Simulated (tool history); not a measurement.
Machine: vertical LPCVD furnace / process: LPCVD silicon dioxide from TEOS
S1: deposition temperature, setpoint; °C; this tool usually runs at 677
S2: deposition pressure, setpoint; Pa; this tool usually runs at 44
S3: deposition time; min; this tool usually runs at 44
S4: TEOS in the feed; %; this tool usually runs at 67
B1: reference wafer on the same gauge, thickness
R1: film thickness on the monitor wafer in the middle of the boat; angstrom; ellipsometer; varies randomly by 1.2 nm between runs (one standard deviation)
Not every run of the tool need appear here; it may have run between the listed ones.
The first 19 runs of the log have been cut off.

run	hour	S1	S2	S3	S4	B1	R1
20	607.7	677	44	55	67	235.61	2562.4
21	626.6	681	48	44	67	235.85	2356.8
22	643.9	677	40.7	53	60	235.64	2252.7
23	673.8	677	44	60.5	72	236.53	2966.9
24	699.2	677	44	44	67	237.25	2066.7
25	718	677	44	44	67	236.48	2072.3
26	736.2	682	40	51	56	237.09	2362
27	768.1	677	44	44	67	236.55	2083.7
28	786.7	686	44	60	67	237.33	3475
29	805.1	677	44	44	67	237.76	2065
30	817.7	677	44	44	67	237.45	2073.3

Predict each of these 5 candidate next runs independently; none follows another, all start after run 30:
A	821.3	677	44	44	67	?	?
B	821.3	677	44	35	67	?	?
C	821.3	687	38	44	67	?	?
D	821.3	666	48	56	76	?	?
E	821.3	670	44	44	67	?	?

run	B1	R1
A	237.28	2079
B	237.28	1653.8
C	237.28	2459.9
D	237.28	2243.1
E	237.28	1750.2
Stripped of hidden state, with their random variation kept, the same runs would have yielded:
run	R1
A	2037
B	1620.3
C	2410.2
D	2197.8
E	1714.8
